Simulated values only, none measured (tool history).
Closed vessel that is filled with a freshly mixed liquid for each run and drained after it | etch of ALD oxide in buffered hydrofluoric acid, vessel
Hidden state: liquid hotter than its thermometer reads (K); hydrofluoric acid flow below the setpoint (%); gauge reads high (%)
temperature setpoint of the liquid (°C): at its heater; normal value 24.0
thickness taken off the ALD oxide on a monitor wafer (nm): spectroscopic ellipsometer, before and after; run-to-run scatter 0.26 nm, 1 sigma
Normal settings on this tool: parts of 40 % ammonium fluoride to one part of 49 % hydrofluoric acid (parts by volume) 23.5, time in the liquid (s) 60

run   hour  temperature setpoint of the liquid (°C)  parts of 40 % ammonium fluoride to one part of 49 % hydrofluoric acid (parts by volume)  time in the liquid (s)  wafers since the last listed run  hours since the thermometer was replaced  hours since the hydrofluoric acid flow meter was replaced  hours since the gauge calibration  read-back film thickness of the ALD oxide reference wafer, read on the same gauge (nm)  thickness taken off the ALD oxide on a monitor wafer (nm)
  1    0.0                                     24.0                                                                                     23.5                      60                                 0                                     659.8                                                     1144.2                              146.1                                                                                   29.99                                                      42.91
  2   14.6                                     24.0                                                                                     18.5                      60                              2174                                     674.4                                                     1158.8                              160.7                                                                                   30.03                                                      51.81
  3   29.3                                     24.0                                                                                     18.5                      60                              2189                                     689.1                                                     1173.5                              175.4                                                                                   30.02                                                      52.49
  4   44.5                                     24.0                                                                                     18.5                      60                              2264                                     704.3                                                     1188.7                              190.6                                                                                   30.00                                                      52.14
      46.7  -- gauge calibrated
  5   60.3                                     26.5                                                                                     23.5                      60                              2353                                     720.1                                                     1204.5                               13.6                                                                                   30.02                                                      48.98
  6   74.6                                     28.0                                                                                     23.5                      70                              2129                                     734.4                                                     1218.8                               27.9                                                                                   30.01                                                      62.73
  7  107.9                                     28.0                                                                                     23.5                      70                              4959                                     767.7                                                     1252.1                               61.2                                                                                   30.01                                                      63.07
  8  115.0                                     24.0                                                                                     29.0                      60                              1057                                     774.8                                                     1259.2                               68.3                                                                                   30.00                                                      37.58
  9  125.3                                     24.0                                                                                     29.0                      60                              1534                                     785.1                                                     1269.5                               78.6                                                                                   30.01                                                      37.46
 10  139.9                                     24.0                                                                                     23.5                      75                              2174                                     799.7                                                     1284.1                               93.2                                                                                   30.00                                                      55.01
 11  149.6                                     24.0                                                                                     23.5                      75                              1444                                     809.4                                                     1293.8                              102.9                                                                                   29.99                                                      54.83
 12  159.9                                     19.0                                                                                     23.5                      60                              1534                                     819.7                                                     1304.1                              113.2                                                                                   30.02                                                      33.47
 13  166.6                                     24.0                                                                                     23.5                      70                               997                                     826.4                                                     1310.8                              119.9                                                                                   29.99                                                      51.73
 14  173.2                                     28.0                                                                                     15.5                      90                               983                                     833.0                                                     1317.4                              126.5                                                                                   30.01                                                     117.30
 15  188.1                                     24.0                                                                                     30.0                      70                              2219                                     847.9                                                     1332.3                              141.4                                                                                   29.97                                                      43.22
 16  195.4                                     19.5                                                                                     15.5                      80                              1087                                     855.2                                                     1339.6                              148.7                                                                                   30.00                                                      65.99
     202.7  -- thermometer replaced
 17  206.6                                     21.0                                                                                     21.0                      60                              1519                                       3.9                                                     1350.8                              159.9                                                                                   30.00                                                      34.98
 18  222.7                                     24.0                                                                                     30.0                      70                              2398                                      20.0                                                     1366.9                              176.0                                                                                   29.99                                                      38.02
 19  229.1                                     24.0                                                                                     23.5                      60                               953                                      26.4                                                     1373.3                              182.4                                                                                   29.99                                                      37.94
 20  237.7                                     24.0                                                                                     23.5                      60                              1280                                      35.0                                                     1381.9                              191.0                                                                                   30.02                                                      38.15
     241.2  -- hydrofluoric acid flow meter replaced
     241.3  -- gauge calibrated
 21  279.2                                     21.0                                                                                     21.0                      30                              6032                                      76.5                                                       38.0                               37.9                                                                                   30.01                                                      17.79
 22  289.0                                     24.0                                                                                     23.5                      80                              1459                                      86.3                                                       47.8                               47.7                                                                                   29.98                                                      51.27
 23  302.4                                     25.5                                                                                     16.5                      60                              1995                                      99.7                                                       61.2                               61.1                                                                                   30.01                                                      55.93

Consider 3 possible next runs. They are alternatives, not a sequence: every one starts from the tool as it was left by run 23. What does each give?
  A  303.1                                     24.0                                                                                     26.0                      60                               104                                     100.4                                                       61.9                               61.8                                                                                       ?                                                          ?
  B  303.1                                     22.0                                                                                     26.0                      30                               104                                     100.4                                                       61.9                               61.8                                                                                       ?                                                          ?
  C  303.1                                     24.0                                                                                     27.0                      90                               104                                     100.4                                                       61.9                               61.8                                                                                       ?                                                          ?

run  read-back film thickness of the ALD oxide reference wafer, read on the same gauge (nm)  thickness taken off the ALD oxide on a monitor wafer (nm)
  A                                                                                   29.99                                                      36.14
  B                                                                                   29.99                                                      16.18
  C                                                                                   29.99                                                      52.82
What these runs would have given with no unlogged condition in the tool:
run  thickness taken off the ALD oxide on a monitor wafer (nm)
  A                                                      35.43
  B                                                      15.86
  C                                                      51.78

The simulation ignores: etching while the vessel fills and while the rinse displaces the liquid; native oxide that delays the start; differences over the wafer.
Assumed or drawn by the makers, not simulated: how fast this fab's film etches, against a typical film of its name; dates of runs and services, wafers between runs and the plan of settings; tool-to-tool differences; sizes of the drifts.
